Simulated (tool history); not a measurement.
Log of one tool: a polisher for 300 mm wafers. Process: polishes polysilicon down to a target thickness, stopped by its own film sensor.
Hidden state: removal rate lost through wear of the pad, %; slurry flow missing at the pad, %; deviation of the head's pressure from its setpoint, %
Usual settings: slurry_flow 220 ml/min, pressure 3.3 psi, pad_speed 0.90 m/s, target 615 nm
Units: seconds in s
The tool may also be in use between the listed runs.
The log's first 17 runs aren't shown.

| run | hour | slurry_flow | pressure | pad_speed | target | wafers since the last listed run | wafers polished on this pad | hours since the slurry nozzle was cleaned | hours since the head pressure was calibrated | incoming thickness of the incoming film, nm | seconds |
|---|---|---|---|---|---|---|---|---|---|---|---|
| 18 | 1048.1 | 175 | 3.3 | 0.66 | 515 | 577 | 2843 | 112.7 | 324.9 | 1212.2 | 110.9 |
| 19 | 1105.1 | 160 | 3.3 | 0.90 | 679 | 500 | 3344 | 169.7 | 381.9 | 1228.1 | 71.2 |
|  | 1143.2 | worn pad replaced by a new one |
| 20 | 1167.3 | 260 | 3.3 | 0.90 | 615 | 511 | 211 | 231.9 | 444.1 | 1218.3 | 64.9 |
| 21 | 1191.4 | 220 | 2.8 | 0.90 | 615 | 211 | 423 | 256.0 | 468.2 | 1192.2 | 78.8 |
| 22 | 1257.6 | 255 | 2.4 | 1.02 | 675 | 581 | 1005 | 322.2 | 534.4 | 1201.5 | 70.2 |
| 23 | 1323.4 | 220 | 4.4 | 1.02 | 615 | 578 | 1583 | 388.0 | 600.2 | 1206.3 | 48.6 |
| 24 | 1351.5 | 175 | 3.3 | 0.66 | 515 | 246 | 1830 | 416.1 | 628.3 | 1190.8 | 106.5 |
| 25 | 1415.0 | 220 | 3.3 | 0.90 | 615 | 557 | 2387 | 479.6 | 691.8 | 1212.0 | 70.8 |
| 26 | 1480.6 | 290 | 4.3 | 0.90 | 615 | 576 | 2964 | 545.2 | 757.4 | 1201.8 | 57.6 |
| 27 | 1510.5 | 270 | 2.7 | 0.90 | 716 | 262 | 3226 | 575.1 | 787.3 | 1199.7 | 73.8 |
|  | 1520.1 | worn pad replaced by a new one |
| 28 | 1579.3 | 220 | 3.3 | 0.90 | 615 | 569 | 519 | 643.9 | 856.1 | 1188.1 | 63.2 |
|  | 1601.6 | slurry nozzle cleaned |
| 29 | 1633.5 | 220 | 3.3 | 0.90 | 690 | 467 | 987 | 31.9 | 910.3 | 1212.2 | 57.0 |
| 30 | 1691.0 | 220 | 3.3 | 1.12 | 615 | 505 | 1492 | 89.4 | 967.8 | 1217.7 | 59.1 |
| 31 | 1731.1 | 220 | 4.3 | 0.68 | 798 | 352 | 1844 | 129.5 | 1007.9 | 1212.0 | 46.2 |
|  | 1747.4 | head pressure recalibrated |
| 32 | 1797.3 | 220 | 4.5 | 1.10 | 615 | 564 | 2408 | 195.7 | 49.9 | 1211.7 | 44.3 |
| 33 | 1835.6 | 260 | 3.3 | 0.90 | 466 | 336 | 2745 | 234.0 | 88.2 | 1192.1 | 89.7 |
|  | 1887.2 | worn pad replaced by a new one |
| 34 | 1897.8 | 220 | 4.4 | 1.20 | 615 | 511 | 93 | 296.2 | 150.4 | 1208.9 | 40.5 |

4 ways to go on from here, each from the tool as it stands after run 34. What would each give?
| A | 1898.2 | 195 | 3.3 | 0.90 | 615 | 3 | 96 | 296.6 | 150.8 | 1218.2 | ? |
| B | 1898.2 | 240 | 3.3 | 0.90 | 786 | 3 | 96 | 296.6 | 150.8 | 1218.2 | ? |
| C | 1898.2 | 220 | 2.4 | 0.90 | 524 | 3 | 96 | 296.6 | 150.8 | 1218.2 | ? |
| D | 1898.2 | 220 | 3.8 | 0.90 | 492 | 3 | 96 | 296.6 | 150.8 | 1218.2 | ? |

| run | seconds |
|---|---|
| A | 69.1 |
| B | 48.7 |
| C | 102.4 |
| D | 73.0 |
Without the tool's hidden state the same runs would have given:
| run | seconds |
|---|---|
| A | 68.3 |
| B | 48.2 |
| C | 101.3 |
| D | 72.2 |
